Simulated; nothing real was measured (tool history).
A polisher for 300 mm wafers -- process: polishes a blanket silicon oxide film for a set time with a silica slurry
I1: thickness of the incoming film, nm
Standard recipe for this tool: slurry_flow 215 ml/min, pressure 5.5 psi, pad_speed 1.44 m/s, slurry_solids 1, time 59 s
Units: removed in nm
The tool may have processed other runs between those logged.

run 1 hour=0 | slurry_flow=165 pressure=4.7 pad_speed=1.44 slurry_solids=1 time=59 | I1=1026.3 | removed=211.2
run 2 hour=50.4 | slurry_flow=165 pressure=4.7 pad_speed=1.44 slurry_solids=1 time=59 | I1=993.9 | removed=212.6
-- hour=65.1 worn pad replaced by a new one
-- hour=71.8 slurry nozzle cleaned
run 3 hour=149.3 | slurry_flow=165 pressure=4.7 pad_speed=1.44 slurry_solids=1 time=59 | I1=1023 | removed=232.8
run 4 hour=255.7 | slurry_flow=215 pressure=4.4 pad_speed=1.44 slurry_solids=1 time=71 | I1=1013.8 | removed=264.2
run 5 hour=329.8 | slurry_flow=165 pressure=4.7 pad_speed=1.44 slurry_solids=1 time=59 | I1=1012.9 | removed=223.3
run 6 hour=418.9 | slurry_flow=180 pressure=5.5 pad_speed=1.44 slurry_solids=0.85 time=59 | I1=1019.6 | removed=242.4
run 7 hour=508 | slurry_flow=215 pressure=5.5 pad_speed=1.04 slurry_solids=1 time=59 | I1=1031.9 | removed=206.6
-- hour=544.9 conditioning disc replaced and pad reconditioned
-- hour=551.5 head pressure recalibrated
run 8 hour=553.3 | slurry_flow=215 pressure=5.5 pad_speed=1.28 slurry_solids=1.1 time=42 | I1=1009.3 | removed=180
-- hour=578.5 slurry blender recalibrated
run 9 hour=639.5 | slurry_flow=215 pressure=4.6 pad_speed=1.44 slurry_solids=1 time=70 | I1=1020.5 | removed=258.3
-- hour=645.9 worn pad replaced by a new one
-- hour=660.6 slurry nozzle cleaned
run 10 hour=759.1 | slurry_flow=270 pressure=5.5 pad_speed=1.44 slurry_solids=0.9 time=59 | I1=1001.2 | removed=270.5
run 11 hour=827.9 | slurry_flow=215 pressure=5.5 pad_speed=1.44 slurry_solids=1 time=59 | I1=1010.8 | removed=276.5
run 12 hour=878.5 | slurry_flow=215 pressure=5.5 pad_speed=1.44 slurry_solids=1 time=74 | I1=1025.4 | removed=340
run 13 hour=971.2 | slurry_flow=270 pressure=5.5 pad_speed=1.44 slurry_solids=1 time=59 | I1=1011.5 | removed=277.1
run 14 hour=1047.3 | slurry_flow=215 pressure=7.1 pad_speed=1.68 slurry_solids=1 time=75 | I1=1005.1 | removed=493.5
-- hour=1080.6 conditioning disc replaced and pad reconditioned
run 15 hour=1127 | slurry_flow=275 pressure=5.5 pad_speed=1.44 slurry_solids=1 time=65 | I1=1004.2 | removed=306.4
run 16 hour=1199.4 | slurry_flow=215 pressure=7.1 pad_speed=1.68 slurry_solids=1 time=75 | I1=1020.3 | removed=491.4
-- hour=1218.2 slurry blender recalibrated
-- hour=1231.4 head pressure recalibrated
run 17 hour=1286.9 | slurry_flow=260 pressure=5.5 pad_speed=0.96 slurry_solids=1 time=50 | I1=1006.5 | removed=166.7
-- hour=1321.9 worn pad replaced by a new one
-- hour=1351.9 slurry nozzle cleaned
run 18 hour=1383.4 | slurry_flow=215 pressure=6.1 pad_speed=1.44 slurry_solids=1 time=59 | I1=1010.9 | removed=308.9
run 19 hour=1451 | slurry_flow=215 pressure=5.5 pad_speed=1.44 slurry_solids=1 time=59 | I1=1015.1 | removed=272.1
run 20 hour=1503.5 | slurry_flow=190 pressure=5.5 pad_speed=1.44 slurry_solids=1.1 time=76 | I1=1007.5 | removed=355.8
run 21 hour=1603 | slurry_flow=215 pressure=5.5 pad_speed=1.24 slurry_solids=1 time=59 | I1=1002.4 | removed=240.3
-- hour=1618.8 conditioning disc replaced and pad reconditioned
run 22 hour=1693.6 | slurry_flow=255 pressure=5.5 pad_speed=1.44 slurry_solids=1 time=42 | I1=1010.4 | removed=198.1
run 23 hour=1758.1 | slurry_flow=140 pressure=5.5 pad_speed=1.44 slurry_solids=1 time=66 | I1=1015 | removed=280.8
-- hour=1793.2 slurry blender recalibrated
run 24 hour=1838.4 | slurry_flow=215 pressure=5.5 pad_speed=1.44 slurry_solids=1 time=59 | I1=1010.7 | removed=263.4

Forecast each of these 5 alternatives for the next run:
run A hour=1838.8 | slurry_flow=145 pressure=5.5 pad_speed=1.44 slurry_solids=1 time=59 | I1=997.6 | removed=?
run B hour=1838.8 | slurry_flow=215 pressure=6.7 pad_speed=1.44 slurry_solids=1 time=59 | I1=997.6 | removed=?
run C hour=1838.8 | slurry_flow=160 pressure=5 pad_speed=1.88 slurry_solids=0.75 time=59 | I1=997.6 | removed=?
run D hour=1838.8 | slurry_flow=215 pressure=5.5 pad_speed=1.44 slurry_solids=1 time=66 | I1=997.6 | removed=?
run E hour=1838.8 | slurry_flow=215 pressure=4.3 pad_speed=1.44 slurry_solids=0.75 time=59 | I1=997.6 | removed=?

run=A removed=244.9
run=B removed=319.1
run=C removed=251.4
run=D removed=293
run=E removed=183.2
Without the tool's hidden state the same runs would have given:
run=A removed=268.2
run=B removed=349.4
run=C removed=275.3
run=D removed=320.8
run=E removed=200.6
